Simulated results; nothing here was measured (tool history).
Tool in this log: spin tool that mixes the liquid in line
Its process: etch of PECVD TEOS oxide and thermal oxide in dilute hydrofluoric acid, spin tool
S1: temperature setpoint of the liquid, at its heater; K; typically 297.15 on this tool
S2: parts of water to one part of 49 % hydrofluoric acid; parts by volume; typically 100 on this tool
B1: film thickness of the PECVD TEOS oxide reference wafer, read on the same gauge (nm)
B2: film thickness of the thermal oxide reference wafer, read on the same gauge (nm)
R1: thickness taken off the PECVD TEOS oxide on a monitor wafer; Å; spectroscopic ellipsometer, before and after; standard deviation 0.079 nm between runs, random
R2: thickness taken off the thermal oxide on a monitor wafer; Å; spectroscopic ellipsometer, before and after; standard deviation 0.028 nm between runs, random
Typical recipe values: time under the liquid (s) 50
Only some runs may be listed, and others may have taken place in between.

Run 1, hour 0.0: usual settings; B1 139.99; B2 69.956. Result: R1 95.0 Å, R2 27.75 Å.
Run 2, hour 56.2: usual settings; B1 139.98; B2 69.977. Result: R1 94.7 Å, R2 27.93 Å.
Run 3, hour 141.4: usual settings but time under the liquid (s) 65; B1 140.03; B2 69.958. Result: R1 123.2 Å, R2 35.96 Å.
Run 4, hour 204.5: usual settings but time under the liquid (s) 65; B1 140.00; B2 69.973. Result: R1 126.3 Å, R2 36.53 Å.
Run 5, hour 267.0: usual settings but S1 294.15 K; B1 140.00; B2 70.025. Result: R1 85.1 Å, R2 24.97 Å.
Run 6, hour 330.5: usual settings; B1 140.00; B2 69.970. Result: R1 97.3 Å, R2 27.99 Å.
Run 7, hour 419.4: usual settings but S2 85 parts by volume; B1 139.99; B2 70.050. Result: R1 118.1 Å, R2 33.51 Å.
Run 8, hour 519.2: usual settings but S2 85 parts by volume; B1 140.01; B2 70.035. Result: R1 114.4 Å, R2 33.64 Å.
Run 9, hour 572.7: usual settings but S2 85 parts by volume; B1 140.01; B2 69.996. Result: R1 116.1 Å, R2 33.26 Å.
At hour 593.9: gauge calibrated.
Run 10, hour 658.1: usual settings but S2 125 parts by volume; B1 139.98; B2 70.013. Result: R1 75.2 Å, R2 22.12 Å.
Run 11, hour 709.6: usual settings but S2 125 parts by volume; B1 139.99; B2 70.008. Result: R1 74.9 Å, R2 22.14 Å.
Run 12, hour 799.8: usual settings; B1 139.98; B2 69.982. Result: R1 96.2 Å, R2 28.75 Å.
Run 13, hour 879.2: usual settings but time under the liquid (s) 30; B1 140.01; B2 70.011. Result: R1 58.7 Å, R2 16.94 Å.
Run 14, hour 967.8: usual settings but S1 295.65 K, S2 65 parts by volume, time under the liquid (s) 60; B1 139.99; B2 69.981. Result: R1 179.0 Å, R2 52.74 Å.
At hour 993.2: thermometer replaced.
Run 15, hour 1019.2: usual settings but S1 292.65 K, S2 145 parts by volume; B1 140.00; B2 69.985. Result: R1 56.9 Å, R2 16.62 Å.
Run 16, hour 1096.5: usual settings; B1 140.02; B2 69.976. Result: R1 103.7 Å, R2 30.18 Å.
Run 17, hour 1142.6: usual settings but S2 85 parts by volume; B1 140.00; B2 70.033. Result: R1 123.4 Å, R2 35.95 Å.
At hour 1183.5: hydrofluoric acid flow meter replaced.
Run 18, hour 1230.9: usual settings; B1 139.98; B2 69.990. Result: R1 104.2 Å, R2 29.94 Å.
At hour 1255.6: thermometer replaced, repeated, since the last time left the tool worse.
Run 19, hour 1282.3: usual settings but S1 300.65 K, S2 120 parts by volume, time under the liquid (s) 25; B1 140.00; B2 69.973. Result: R1 42.6 Å, R2 12.62 Å.
Run 20, hour 1390.1: usual settings but S1 301.65 K, S2 75 parts by volume; B1 139.99; B2 69.980. Result: R1 149.8 Å, R2 44.63 Å.
Run 21, hour 1444.4: usual settings; B1 139.98; B2 69.995. Result: R1 94.1 Å, R2 26.63 Å.
Run 22, hour 1481.9: usual settings but S1 293.15 K, S2 75 parts by volume; B1 139.97; B2 69.987. Result: R1 107.7 Å, R2 31.39 Å.
Run 23, hour 1548.5: usual settings but S1 292.65 K; B1 139.98; B2 70.008. Result: R1 77.8 Å, R2 22.41 Å.
Run 24, hour 1646.0: usual settings but S1 299.65 K; B1 140.03; B2 70.010. Result: R1 102.8 Å, R2 29.87 Å.

Consider 3 possible next runs. They are alternatives, not a sequence: every one starts from the tool as it was left by run 24. What does each give?
Run A, hour 1646.4: usual settings but time under the liquid (s) 70; B1 ?; B2 ?. Result: R1 ?, R2 ?.
Run B, hour 1646.4: usual settings but S2 55 parts by volume, time under the liquid (s) 75; B1 ?; B2 ?. Result: R1 ?, R2 ?.
Run C, hour 1646.4: usual settings but S2 50 parts by volume, time under the liquid (s) 30; B1 ?; B2 ?. Result: R1 ?, R2 ?.

run      B1      B2     R1     R2
  A  140.01  70.050  130.4  38.32
  B  140.01  70.050  269.2  79.10
  C  140.01  70.050  119.2  35.04
With no hidden state in the tool, these same runs would have given:
run     R1     R2
  A  128.2  37.66
  B  264.4  77.69
  C  117.1  34.41
